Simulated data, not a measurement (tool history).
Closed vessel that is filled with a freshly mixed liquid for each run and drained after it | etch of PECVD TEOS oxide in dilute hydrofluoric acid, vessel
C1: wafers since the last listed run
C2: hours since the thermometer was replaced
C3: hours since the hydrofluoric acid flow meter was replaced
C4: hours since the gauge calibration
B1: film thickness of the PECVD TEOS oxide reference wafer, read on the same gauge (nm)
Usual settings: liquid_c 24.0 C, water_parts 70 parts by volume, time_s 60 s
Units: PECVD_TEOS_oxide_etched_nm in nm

{"run": 1, "hour": 0.0, "liquid_c": 28.0, "water_parts": 70, "time_s": 60, "C1": 0, "C2": 1454.1, "C3": 1204.0, "C4": 37.7, "B1": 80.0, "PECVD_TEOS_oxide_etched_nm": 13.67}
{"run": 2, "hour": 59.5, "liquid_c": 26.0, "water_parts": 70, "time_s": 60, "C1": 7541, "C2": 1513.6, "C3": 1263.5, "C4": 97.2, "B1": 79.98, "PECVD_TEOS_oxide_etched_nm": 12.38}
{"run": 3, "hour": 96.8, "liquid_c": 24.0, "water_parts": 70, "time_s": 45, "C1": 4727, "C2": 1550.9, "C3": 1300.8, "C4": 134.5, "B1": 80.02, "PECVD_TEOS_oxide_etched_nm": 8.73}
{"run": 4, "hour": 127.5, "liquid_c": 24.0, "water_parts": 70, "time_s": 45, "C1": 3891, "C2": 1581.6, "C3": 1331.5, "C4": 165.2, "B1": 80.0, "PECVD_TEOS_oxide_etched_nm": 8.64}
{"run": 5, "hour": 190.7, "liquid_c": 24.0, "water_parts": 70, "time_s": 45, "C1": 8010, "C2": 1644.8, "C3": 1394.7, "C4": 228.4, "B1": 80.0, "PECVD_TEOS_oxide_etched_nm": 8.58}
{"run": 6, "hour": 248.8, "liquid_c": 22.0, "water_parts": 70, "time_s": 60, "C1": 7364, "C2": 1702.9, "C3": 1452.8, "C4": 286.5, "B1": 79.98, "PECVD_TEOS_oxide_etched_nm": 10.53}
{"run": 7, "hour": 295.7, "liquid_c": 24.0, "water_parts": 70, "time_s": 60, "C1": 5944, "C2": 1749.8, "C3": 1499.7, "C4": 333.4, "B1": 79.97, "PECVD_TEOS_oxide_etched_nm": 11.31}
{"run": 8, "hour": 364.7, "liquid_c": 24.0, "water_parts": 70, "time_s": 60, "C1": 8745, "C2": 1818.8, "C3": 1568.7, "C4": 402.4, "B1": 80.03, "PECVD_TEOS_oxide_etched_nm": 11.34}
{"run": 9, "hour": 392.1, "liquid_c": 24.0, "water_parts": 70, "time_s": 60, "C1": 3472, "C2": 1846.2, "C3": 1596.1, "C4": 429.8, "B1": 80.04, "PECVD_TEOS_oxide_etched_nm": 11.22}
{"run": 10, "hour": 425.8, "liquid_c": 27.0, "water_parts": 70, "time_s": 60, "C1": 4271, "C2": 1879.9, "C3": 1629.8, "C4": 463.5, "B1": 80.01, "PECVD_TEOS_oxide_etched_nm": 12.81}
{"run": 11, "hour": 469.8, "liquid_c": 24.0, "water_parts": 60, "time_s": 60, "C1": 5576, "C2": 1923.9, "C3": 1673.8, "C4": 507.5, "B1": 79.96, "PECVD_TEOS_oxide_etched_nm": 13.11}
{"run": 12, "hour": 532.6, "liquid_c": 24.0, "water_parts": 60, "time_s": 60, "C1": 7959, "C2": 1986.7, "C3": 1736.6, "C4": 570.3, "B1": 79.98, "PECVD_TEOS_oxide_etched_nm": 13.16}
{"hour": 563.2, "done": "hydrofluoric acid flow meter replaced"}
{"run": 13, "hour": 597.6, "liquid_c": 24.0, "water_parts": 60, "time_s": 60, "C1": 8111, "C2": 2051.7, "C3": 34.4, "C4": 635.3, "B1": 80.03, "PECVD_TEOS_oxide_etched_nm": 13.98}
{"run": 14, "hour": 628.3, "liquid_c": 24.0, "water_parts": 55, "time_s": 60, "C1": 3891, "C2": 2082.4, "C3": 65.1, "C4": 666.0, "B1": 79.98, "PECVD_TEOS_oxide_etched_nm": 15.16}
{"run": 15, "hour": 698.6, "liquid_c": 20.5, "water_parts": 95, "time_s": 50, "C1": 8910, "C2": 2152.7, "C3": 135.4, "C4": 736.3, "B1": 79.97, "PECVD_TEOS_oxide_etched_nm": 5.98}
{"run": 16, "hour": 756.2, "liquid_c": 28.5, "water_parts": 85, "time_s": 50, "C1": 7300, "C2": 2210.3, "C3": 193.0, "C4": 793.9, "B1": 80.0, "PECVD_TEOS_oxide_etched_nm": 9.3}
{"run": 17, "hour": 794.5, "liquid_c": 24.0, "water_parts": 70, "time_s": 60, "C1": 4854, "C2": 2248.6, "C3": 231.3, "C4": 832.2, "B1": 80.02, "PECVD_TEOS_oxide_etched_nm": 11.52}
{"hour": 835.7, "done": "gauge calibrated"}
{"run": 18, "hour": 843.6, "liquid_c": 28.0, "water_parts": 100, "time_s": 60, "C1": 6223, "C2": 2297.7, "C3": 280.4, "C4": 7.9, "B1": 80.01, "PECVD_TEOS_oxide_etched_nm": 8.89}
{"run": 19, "hour": 880.4, "liquid_c": 19.5, "water_parts": 70, "time_s": 40, "C1": 4664, "C2": 2334.5, "C3": 317.2, "C4": 44.7, "B1": 80.02, "PECVD_TEOS_oxide_etched_nm": 6.25}
{"hour": 898.9, "done": "thermometer replaced"}
{"run": 20, "hour": 947.4, "liquid_c": 27.0, "water_parts": 90, "time_s": 30, "C1": 8365, "C2": 48.5, "C3": 384.2, "C4": 111.7, "B1": 80.04, "PECVD_TEOS_oxide_etched_nm": 5.39}
{"run": 21, "hour": 987.5, "liquid_c": 20.0, "water_parts": 95, "time_s": 85, "C1": 5082, "C2": 88.6, "C3": 424.3, "C4": 151.8, "B1": 80.02, "PECVD_TEOS_oxide_etched_nm": 10.87}
{"run": 22, "hour": 1048.1, "liquid_c": 24.0, "water_parts": 70, "time_s": 60, "C1": 7681, "C2": 149.2, "C3": 484.9, "C4": 212.4, "B1": 80.04, "PECVD_TEOS_oxide_etched_nm": 12.39}
{"run": 23, "hour": 1092.8, "liquid_c": 28.0, "water_parts": 70, "time_s": 80, "C1": 5665, "C2": 193.9, "C3": 529.6, "C4": 257.1, "B1": 80.04, "PECVD_TEOS_oxide_etched_nm": 19.41}
{"run": 24, "hour": 1138.5, "liquid_c": 24.0, "water_parts": 70, "time_s": 85, "C1": 5792, "C2": 239.6, "C3": 575.3, "C4": 302.8, "B1": 80.03, "PECVD_TEOS_oxide_etched_nm": 17.42}
{"run": 25, "hour": 1176.8, "liquid_c": 22.5, "water_parts": 90, "time_s": 75, "C1": 4854, "C2": 277.9, "C3": 613.6, "C4": 341.1, "B1": 79.99, "PECVD_TEOS_oxide_etched_nm": 10.96}
{"run": 26, "hour": 1223.1, "liquid_c": 24.0, "water_parts": 70, "time_s": 60, "C1": 5868, "C2": 324.2, "C3": 659.9, "C4": 387.4, "B1": 80.05, "PECVD_TEOS_oxide_etched_nm": 12.25}
{"run": 27, "hour": 1249.4, "liquid_c": 20.5, "water_parts": 45, "time_s": 80, "C1": 3333, "C2": 350.5, "C3": 686.2, "C4": 413.7, "B1": 79.98, "PECVD_TEOS_oxide_etched_nm": 22.45}
{"run": 28, "hour": 1291.8, "liquid_c": 24.0, "water_parts": 70, "time_s": 60, "C1": 5374, "C2": 392.9, "C3": 728.6, "C4": 456.1, "B1": 79.98, "PECVD_TEOS_oxide_etched_nm": 12.29}
{"run": 29, "hour": 1316.6, "liquid_c": 28.0, "water_parts": 45, "time_s": 40, "C1": 3143, "C2": 417.7, "C3": 753.4, "C4": 480.9, "B1": 79.99, "PECVD_TEOS_oxide_etched_nm": 15.42}
{"run": 30, "hour": 1342.8, "liquid_c": 27.0, "water_parts": 50, "time_s": 35, "C1": 3320, "C2": 443.9, "C3": 779.6, "C4": 507.1, "B1": 79.99, "PECVD_TEOS_oxide_etched_nm": 11.76}
{"run": 31, "hour": 1373.4, "liquid_c": 26.5, "water_parts": 70, "time_s": 35, "C1": 3878, "C2": 474.5, "C3": 810.2, "C4": 537.7, "B1": 80.06, "PECVD_TEOS_oxide_etched_nm": 7.82}
{"run": 32, "hour": 1423.6, "liquid_c": 24.0, "water_parts": 70, "time_s": 60, "C1": 6362, "C2": 524.7, "C3": 860.4, "C4": 587.9, "B1": 80.02, "PECVD_TEOS_oxide_etched_nm": 12.0}

What the log doesn't show, run by run:
gauge reads high (%): 0 in every run
H1: liquid colder than its thermometer reads (K)
H2: hydrofluoric acid flow below the setpoint (%)
run=1 H1=1.63 H2=2.63
run=2 H1=1.69 H2=2.76
run=3 H1=1.73 H2=2.84
run=4 H1=1.76 H2=2.91
run=5 H1=1.82 H2=3.04
run=6 H1=1.88 H2=3.17
run=7 H1=1.93 H2=3.27
run=8 H1=2 H2=3.42
run=9 H1=2.02 H2=3.48
run=10 H1=2.06 H2=3.56
run=11 H1=2.1 H2=3.65
run=12 H1=2.16 H2=3.79
run=13 H1=2.23 H2=0.327
run=14 H1=2.26 H2=0.394
run=15 H1=2.33 H2=0.547
run=16 H1=2.39 H2=0.673
run=17 H1=2.43 H2=0.756
run=18 H1=2.48 H2=0.863
run=19 H1=2.51 H2=0.944
run=20 H1=0.228 H2=1.09
run=21 H1=0.268 H2=1.18
run=22 H1=0.329 H2=1.31
run=23 H1=0.374 H2=1.41
run=24 H1=0.42 H2=1.51
run=25 H1=0.459 H2=1.59
run=26 H1=0.505 H2=1.69
run=27 H1=0.532 H2=1.75
run=28 H1=0.574 H2=1.84
run=29 H1=0.599 H2=1.89
run=30 H1=0.626 H2=1.95
run=31 H1=0.657 H2=2.02
run=32 H1=0.707 H2=2.13
